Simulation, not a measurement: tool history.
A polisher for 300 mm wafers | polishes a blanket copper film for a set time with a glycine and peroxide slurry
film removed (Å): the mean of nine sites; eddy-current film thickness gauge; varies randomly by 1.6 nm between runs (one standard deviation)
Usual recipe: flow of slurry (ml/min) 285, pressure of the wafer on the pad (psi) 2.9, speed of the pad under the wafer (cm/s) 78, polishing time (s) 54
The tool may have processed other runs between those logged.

| run | hour | flow of slurry (ml/min) | pressure of the wafer on the pad (psi) | speed of the pad under the wafer (cm/s) | polishing time (s) | incoming thickness of the incoming film, nm | film removed (Å) |
|---|---|---|---|---|---|---|---|
| 1 | 0.0 | 285 | 2.3 | 72 | 54 | 1219.3 | 1848 |
|  | 57.3 | slurry nozzle cleaned |
| 2 | 98.4 | 285 | 2.3 | 72 | 54 | 1215.6 | 1832 |
| 3 | 187.8 | 285 | 2.9 | 62 | 54 | 1229.2 | 1869 |
| 4 | 239.2 | 285 | 2.9 | 62 | 54 | 1244.2 | 1865 |
| 5 | 343.5 | 285 | 2.9 | 62 | 54 | 1209.3 | 1874 |
|  | 372.6 | worn pad replaced by a new one |
|  | 586.5 | head pressure recalibrated |
|  | 588.0 | slurry nozzle cleaned |
| 6 | 598.8 | 230 | 2.9 | 78 | 54 | 1192.3 | 2144 |
| 7 | 704.5 | 230 | 2.9 | 78 | 54 | 1203.5 | 2159 |
| 8 | 749.2 | 230 | 2.9 | 78 | 54 | 1227.0 | 2167 |
|  | 785.2 | worn pad replaced by a new one |
| 9 | 789.9 | 285 | 2.9 | 78 | 54 | 1233.9 | 2234 |
| 10 | 828.1 | 250 | 2.9 | 78 | 54 | 1222.9 | 2207 |
| 11 | 887.0 | 250 | 2.9 | 78 | 54 | 1223.3 | 2192 |
| 12 | 923.6 | 285 | 2.9 | 78 | 54 | 1214.3 | 2256 |

Expected results for the next run?
| 13 | 1030.8 | 285 | 2.9 | 78 | 45 | 1219.8 | ? |

film removed (Å): 1860
Were there no unlogged condition in the tool, this run, its random variation unchanged, would have produced film removed (Å) 1860.

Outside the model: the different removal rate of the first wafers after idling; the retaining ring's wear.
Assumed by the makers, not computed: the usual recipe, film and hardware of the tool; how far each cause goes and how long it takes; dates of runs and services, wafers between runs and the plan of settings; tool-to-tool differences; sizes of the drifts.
